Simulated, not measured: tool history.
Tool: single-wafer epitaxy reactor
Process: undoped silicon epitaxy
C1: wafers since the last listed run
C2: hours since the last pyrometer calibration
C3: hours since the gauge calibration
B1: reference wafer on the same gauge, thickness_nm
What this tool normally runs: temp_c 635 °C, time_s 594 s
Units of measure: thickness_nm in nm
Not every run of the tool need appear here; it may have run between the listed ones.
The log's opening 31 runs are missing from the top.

run 32 hour=1604.8 | temp_c=635 time_s=698 | C1=176 C2=832.2 C3=390.7 | B1=66.385 | thickness_nm=85.102
run 33 hour=1658.5 | temp_c=640 time_s=677 | C1=145 C2=885.9 C3=444.4 | B1=66.396 | thickness_nm=93.435
run 34 hour=1698 | temp_c=626 time_s=533 | C1=106 C2=925.4 C3=483.9 | B1=66.377 | thickness_nm=51.487
run 35 hour=1765.5 | temp_c=635 time_s=656 | C1=182 C2=992.9 C3=551.4 | B1=66.466 | thickness_nm=79.131
run 36 hour=1830.9 | temp_c=626 time_s=477 | C1=177 C2=1058.3 C3=616.8 | B1=66.395 | thickness_nm=46.031
run 37 hour=1887.6 | temp_c=629 time_s=542 | C1=153 C2=1115 C3=673.5 | B1=66.371 | thickness_nm=55.951
run 38 hour=1952.4 | temp_c=648 time_s=594 | C1=175 C2=1179.8 C3=738.3 | B1=66.29 | thickness_nm=98.964
run 39 hour=1986.5 | temp_c=635 time_s=594 | C1=92 C2=1213.9 C3=772.4 | B1=66.394 | thickness_nm=72.142

What if the next run were any one of these 3? Each begins from the tool's condition after run 39:
run A hour=1987.1 | temp_c=635 time_s=594 | C1=1 C2=1214.5 C3=773 | B1=? | thickness_nm=?
run B hour=1987.1 | temp_c=627 time_s=594 | C1=1 C2=1214.5 C3=773 | B1=? | thickness_nm=?
run C hour=1987.1 | temp_c=629 time_s=670 | C1=1 C2=1214.5 C3=773 | B1=? | thickness_nm=?

run=A B1=66.426 thickness_nm=71.998
run=B B1=66.426 thickness_nm=58.828
run=C B1=66.426 thickness_nm=69.819
With the hidden condition removed and each run's random variation left untouched, the same runs would have given:
run=A thickness_nm=75.339
run=B thickness_nm=61.614
run=C thickness_nm=73.107
